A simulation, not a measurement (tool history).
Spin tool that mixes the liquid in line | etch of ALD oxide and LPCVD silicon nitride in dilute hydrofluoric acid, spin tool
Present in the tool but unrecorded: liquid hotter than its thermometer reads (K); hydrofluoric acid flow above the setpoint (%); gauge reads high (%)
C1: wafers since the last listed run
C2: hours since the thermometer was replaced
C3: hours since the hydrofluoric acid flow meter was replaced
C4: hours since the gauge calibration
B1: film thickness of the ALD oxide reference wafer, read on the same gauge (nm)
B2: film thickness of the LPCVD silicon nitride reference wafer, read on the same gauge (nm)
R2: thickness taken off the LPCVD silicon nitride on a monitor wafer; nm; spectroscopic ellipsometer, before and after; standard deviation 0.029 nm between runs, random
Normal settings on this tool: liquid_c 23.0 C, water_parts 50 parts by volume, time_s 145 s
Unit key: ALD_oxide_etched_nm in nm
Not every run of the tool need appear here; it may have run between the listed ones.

{"run": 1, "hour": 0.0, "liquid_c": 23.0, "water_parts": 50, "time_s": 145, "C1": 0, "C2": 1262.1, "C3": 69.5, "C4": 438.0, "B1": 40.03, "B2": 100.011, "ALD_oxide_etched_nm": 60.23, "R2": 1.68}
{"run": 2, "hour": 15.1, "liquid_c": 23.0, "water_parts": 50, "time_s": 145, "C1": 171, "C2": 1277.2, "C3": 84.6, "C4": 453.1, "B1": 40.0, "B2": 100.04, "ALD_oxide_etched_nm": 61.46, "R2": 1.718}
{"run": 3, "hour": 24.1, "liquid_c": 23.0, "water_parts": 60, "time_s": 145, "C1": 102, "C2": 1286.2, "C3": 93.6, "C4": 462.1, "B1": 40.0, "B2": 100.047, "ALD_oxide_etched_nm": 49.52, "R2": 1.447}
{"hour": 27.3, "done": "gauge calibrated"}
{"run": 4, "hour": 36.5, "liquid_c": 23.0, "water_parts": 60, "time_s": 145, "C1": 140, "C2": 1298.6, "C3": 106.0, "C4": 9.2, "B1": 40.01, "B2": 100.005, "ALD_oxide_etched_nm": 49.48, "R2": 1.442}
{"run": 5, "hour": 45.5, "liquid_c": 26.0, "water_parts": 50, "time_s": 145, "C1": 102, "C2": 1307.6, "C3": 115.0, "C4": 18.2, "B1": 39.98, "B2": 100.002, "ALD_oxide_etched_nm": 67.92, "R2": 2.036}
{"run": 6, "hour": 51.8, "liquid_c": 23.0, "water_parts": 50, "time_s": 145, "C1": 71, "C2": 1313.9, "C3": 121.3, "C4": 24.5, "B1": 40.01, "B2": 99.985, "ALD_oxide_etched_nm": 59.98, "R2": 1.778}
{"run": 7, "hour": 63.1, "liquid_c": 23.0, "water_parts": 50, "time_s": 145, "C1": 128, "C2": 1325.2, "C3": 132.6, "C4": 35.8, "B1": 40.01, "B2": 99.951, "ALD_oxide_etched_nm": 59.47, "R2": 1.666}
{"run": 8, "hour": 74.2, "liquid_c": 25.5, "water_parts": 65, "time_s": 215, "C1": 125, "C2": 1336.3, "C3": 143.7, "C4": 46.9, "B1": 40.0, "B2": 100.047, "ALD_oxide_etched_nm": 73.73, "R2": 2.34}
{"run": 9, "hour": 88.9, "liquid_c": 18.5, "water_parts": 25, "time_s": 80, "C1": 166, "C2": 1351.0, "C3": 158.4, "C4": 61.6, "B1": 40.0, "B2": 100.043, "ALD_oxide_etched_nm": 55.92, "R2": 1.357}
{"run": 10, "hour": 97.2, "liquid_c": 21.5, "water_parts": 60, "time_s": 70, "C1": 94, "C2": 1359.3, "C3": 166.7, "C4": 69.9, "B1": 39.98, "B2": 99.977, "ALD_oxide_etched_nm": 22.19, "R2": 0.611}
{"run": 11, "hour": 105.7, "liquid_c": 26.5, "water_parts": 35, "time_s": 220, "C1": 96, "C2": 1367.8, "C3": 175.2, "C4": 78.4, "B1": 40.04, "B2": 100.027, "ALD_oxide_etched_nm": 154.7, "R2": 4.625}
{"run": 12, "hour": 111.7, "liquid_c": 27.5, "water_parts": 40, "time_s": 105, "C1": 68, "C2": 1373.8, "C3": 181.2, "C4": 84.4, "B1": 40.01, "B2": 100.021, "ALD_oxide_etched_nm": 67.42, "R2": 2.074}
{"run": 13, "hour": 122.9, "liquid_c": 23.0, "water_parts": 50, "time_s": 145, "C1": 126, "C2": 1385.0, "C3": 192.4, "C4": 95.6, "B1": 39.96, "B2": 100.006, "ALD_oxide_etched_nm": 60.58, "R2": 1.707}
{"run": 14, "hour": 131.9, "liquid_c": 23.0, "water_parts": 50, "time_s": 145, "C1": 102, "C2": 1394.0, "C3": 201.4, "C4": 104.6, "B1": 40.01, "B2": 99.962, "ALD_oxide_etched_nm": 60.85, "R2": 1.685}
{"run": 15, "hour": 138.0, "liquid_c": 21.5, "water_parts": 50, "time_s": 60, "C1": 69, "C2": 1400.1, "C3": 207.5, "C4": 110.7, "B1": 39.94, "B2": 100.029, "ALD_oxide_etched_nm": 23.46, "R2": 0.636}
{"hour": 152.7, "done": "thermometer replaced"}
{"run": 16, "hour": 155.8, "liquid_c": 23.0, "water_parts": 40, "time_s": 145, "C1": 190, "C2": 3.1, "C3": 225.3, "C4": 128.5, "B1": 39.99, "B2": 99.975, "ALD_oxide_etched_nm": 69.36, "R2": 1.759}
{"run": 17, "hour": 170.1, "liquid_c": 21.0, "water_parts": 50, "time_s": 145, "C1": 162, "C2": 17.4, "C3": 239.6, "C4": 142.8, "B1": 39.97, "B2": 99.979, "ALD_oxide_etched_nm": 49.97, "R2": 1.251}
{"run": 18, "hour": 177.3, "liquid_c": 19.0, "water_parts": 60, "time_s": 180, "C1": 81, "C2": 24.6, "C3": 246.8, "C4": 150.0, "B1": 40.02, "B2": 99.99, "ALD_oxide_etched_nm": 46.63, "R2": 1.114}
{"run": 19, "hour": 183.6, "liquid_c": 23.0, "water_parts": 40, "time_s": 215, "C1": 71, "C2": 30.9, "C3": 253.1, "C4": 156.3, "B1": 39.98, "B2": 99.989, "ALD_oxide_etched_nm": 103.26, "R2": 2.645}
{"run": 20, "hour": 191.3, "liquid_c": 20.5, "water_parts": 60, "time_s": 70, "C1": 87, "C2": 38.6, "C3": 260.8, "C4": 164.0, "B1": 39.97, "B2": 100.013, "ALD_oxide_etched_nm": 19.67, "R2": 0.499}
{"run": 21, "hour": 204.7, "liquid_c": 23.0, "water_parts": 40, "time_s": 145, "C1": 151, "C2": 52.0, "C3": 274.2, "C4": 177.4, "B1": 39.95, "B2": 99.967, "ALD_oxide_etched_nm": 68.26, "R2": 1.781}

Estimate the outcome of run 22 from the log above:
{"run": 22, "hour": 216.9, "liquid_c": 19.0, "water_parts": 40, "time_s": 175, "C1": 138, "C2": 64.2, "C3": 286.4, "C4": 189.6, "B1": "?", "B2": "?", "ALD_oxide_etched_nm": "?", "R2": "?"}

For run 22 the tool returned B1 40.00, B2 100.011, ALD_oxide_etched_nm 70.01 nm, R2 1.733 nm.
With no hidden state in the tool, this same run would have given ALD_oxide_etched_nm 69.53 nm, R2 1.713 nm.
